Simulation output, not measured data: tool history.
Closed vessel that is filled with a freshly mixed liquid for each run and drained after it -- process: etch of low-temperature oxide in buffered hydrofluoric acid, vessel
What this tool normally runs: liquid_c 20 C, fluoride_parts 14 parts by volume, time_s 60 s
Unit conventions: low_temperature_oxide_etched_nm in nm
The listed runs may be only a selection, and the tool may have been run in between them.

run      day  liquid_c  fluoride_parts  time_s  read-back film thickness of the low-temperature oxide reference wafer, read on the same gauge (nm)  low_temperature_oxide_etched_nm
  1        0        22              14      60                                                                                              150.03                           195.58
       1.542  -- hydrofluoric acid flow meter replaced
  2    3.783        20              14      60                                                                                                 150                           182.29
  3    7.533        20              14      60                                                                                              149.98                           179.33
  4   10.112        20              14      60                                                                                                 150                           179.33
  5   14.367        17              16      60                                                                                              149.98                           131.85
  6   18.692        17              16      60                                                                                                 150                           131.27
  7   23.042        20              14      50                                                                                                 150                           146.68
  8   25.267        20              14      50                                                                                              149.99                           146.64
  9   28.462        20              14      50                                                                                              150.01                           146.09
 10   31.696        20              14      35                                                                                              149.98                           101.73
      36.696  -- gauge calibrated
      38.771  -- thermometer replaced
      40.638  -- hydrofluoric acid flow meter replaced
 11   44.579        20              14      35                                                                                              149.98                           106.88
 12     47.3        20             9.5      60                                                                                              150.02                           261.71
 13   50.358        20            10.5      50                                                                                              149.99                            199.4
 14   53.412        20              14      60                                                                                                 150                           181.05
 15   57.462        17              14      40                                                                                              149.99                           100.43
 16   70.954        20              14      60                                                                                              149.99                           175.98
 17    75.35        25            11.5      60                                                                                              149.96                           279.22
 18   77.604        20              14      60                                                                                              150.01                           173.81
      79.208  -- hydrofluoric acid flow meter replaced
 19   81.692        17              16      60                                                                                              150.04                           133.32
 20   91.029      17.5              10      30                                                                                                 150                           107.22
 21   93.708        20              14      60                                                                                              149.97                           177.93
 22    97.95      18.5              14      40                                                                                              149.99                           107.55
 23  102.079        20              11      60                                                                                              150.03                           222.15
 24  104.767      18.5              18      45                                                                                              150.03                            93.96
 25  109.071        20            15.5      60                                                                                              150.01                           158.09
     111.054  -- thermometer replaced
 26  112.225      22.5            10.5      45                                                                                              150.01                           206.19
 27  115.188        20              12      60                                                                                                 150                           208.68
     118.146  -- hydrofluoric acid flow meter replaced
 28  118.167      21.5              18      45                                                                                              149.99                           116.83
 29  121.862        20              14      60                                                                                              149.98                           183.24
     123.362  -- gauge calibrated
 30  124.525        25             9.5      45                                                                                              150.01                           257.77
 31  126.879        20              14      60                                                                                              150.02                           182.73
 32  128.733        20            10.5      75                                                                                              150.01                           300.66

Alternative continuations, all from the tool just after run 32; predict every row:
  A  128.762        20              14      85                                                                                                   ?                                ?
  B  128.762        20            12.5      30                                                                                                   ?                                ?
  C  128.762        17              17      60                                                                                                   ?                                ?

run  read-back film thickness of the low-temperature oxide reference wafer, read on the same gauge (nm)  low_temperature_oxide_etched_nm
  A                                                                                              150.02                           256.78
  B                                                                                              150.02                           101.29
  C                                                                                              150.02                           126.29
Stripped of hidden state, with their random variation kept, the same runs would have yielded:
run  low_temperature_oxide_etched_nm
  A                           262.35
  B                           103.48
  C                           129.06
